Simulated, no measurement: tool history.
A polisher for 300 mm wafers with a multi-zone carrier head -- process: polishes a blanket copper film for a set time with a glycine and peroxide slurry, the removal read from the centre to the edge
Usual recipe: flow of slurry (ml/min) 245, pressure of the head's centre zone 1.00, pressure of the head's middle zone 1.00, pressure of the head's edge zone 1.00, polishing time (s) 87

run	hour	flow of slurry (ml/min)	pressure of the head's centre zone	pressure of the head's middle zone	pressure of the head's edge zone	polishing time (s)	wafers since the last listed run	wafers polished on this pad	hours since the slurry nozzle was cleaned	hours since the centre zone pressure was calibrated	hours since the edge zone pressure was calibrated	hours since the carrier head's membrane was replaced	incoming thickness of the incoming film, nm	film removed at the wafer's centre (nm)	film removed at mid-radius (nm)	film removed at the wafer's edge (nm)
1	0.0	245	0.90	1.00	1.11	87	0	1185	10.4	464.5	883.5	0.5	1616.0	277.2	298.1	319.7
# hour 9.6: worn pad replaced by a new one
# hour 29.8: edge zone pressure recalibrated
2	46.0	245	1.00	1.00	1.00	87	461	397	56.4	510.5	16.2	46.5	1586.6	308.0	290.7	305.5
3	59.7	245	1.00	1.00	1.00	87	158	555	70.1	524.2	29.9	60.2	1613.7	309.1	300.9	304.8
# hour 65.8: centre zone pressure recalibrated
4	75.4	245	1.00	1.00	0.96	112	158	713	85.8	9.6	45.6	75.9	1625.7	401.9	372.8	392.8
5	83.5	245	1.09	0.92	1.00	87	93	807	93.9	17.7	53.7	84.0	1626.7	337.9	278.3	308.2
6	94.2	245	1.00	0.89	0.91	87	123	930	104.6	28.4	64.4	94.7	1598.7	310.8	267.4	300.1
7	107.5	245	1.00	1.00	1.00	87	153	1084	117.9	41.7	77.7	108.0	1599.8	312.5	295.8	313.6
# hour 122.6: worn pad replaced by a new one
8	123.1	245	1.11	1.00	1.00	87	133	6	133.5	57.3	93.3	123.6	1614.7	342.9	292.3	304.4
9	133.6	275	0.91	0.96	1.00	106	121	127	144.0	67.8	103.8	134.1	1607.3	350.8	344.4	377.4
10	139.7	245	1.10	1.00	1.00	87	70	197	150.1	73.9	109.9	140.2	1621.2	341.5	296.6	303.2
11	150.0	195	1.00	1.11	1.00	87	118	316	160.4	84.2	120.2	150.5	1629.9	303.6	319.0	299.9
12	156.8	245	1.10	0.90	1.00	87	78	395	167.2	91.0	127.0	157.3	1590.1	345.7	271.2	303.8
13	163.7	245	1.00	1.00	1.00	87	79	475	174.1	97.9	133.9	164.2	1594.5	312.7	295.7	304.4
14	175.6	300	1.00	1.00	1.00	87	137	612	186.0	109.8	145.8	176.1	1608.4	314.5	300.4	310.8
15	188.5	320	1.00	1.11	1.08	87	148	761	198.9	122.7	158.7	189.0	1615.1	320.7	331.1	316.2
16	202.5	245	1.00	0.88	1.00	58	161	923	212.9	136.7	172.7	203.0	1600.9	205.3	182.7	204.4
17	216.5	315	1.00	0.94	1.00	111	161	1084	226.9	150.7	186.7	217.0	1596.1	394.0	363.5	396.9
# hour 231.4: worn pad replaced by a new one
18	231.9	185	1.05	1.00	1.00	87	131	6	242.3	166.1	202.1	232.4	1587.1	320.5	287.8	297.1
19	242.0	245	1.00	1.00	0.93	102	116	122	252.4	176.2	212.2	242.5	1627.7	366.6	350.5	351.3

What does the tool deliver on the next run?
20	248.7	315	1.00	1.00	1.10	95	77	200	259.1	182.9	218.9	249.2	1571.4	?	?	?

{"run 20": {"film removed at the wafer's centre (nm)": 346.7, "film removed at mid-radius (nm)": 331.9, "film removed at the wafer's edge (nm)": 353.0}}
Minus the tool's unlogged condition, the same run would have read film removed at the wafer's centre (nm) 346.7, film removed at mid-radius (nm) 331.9, film removed at the wafer's edge (nm) 353.0.

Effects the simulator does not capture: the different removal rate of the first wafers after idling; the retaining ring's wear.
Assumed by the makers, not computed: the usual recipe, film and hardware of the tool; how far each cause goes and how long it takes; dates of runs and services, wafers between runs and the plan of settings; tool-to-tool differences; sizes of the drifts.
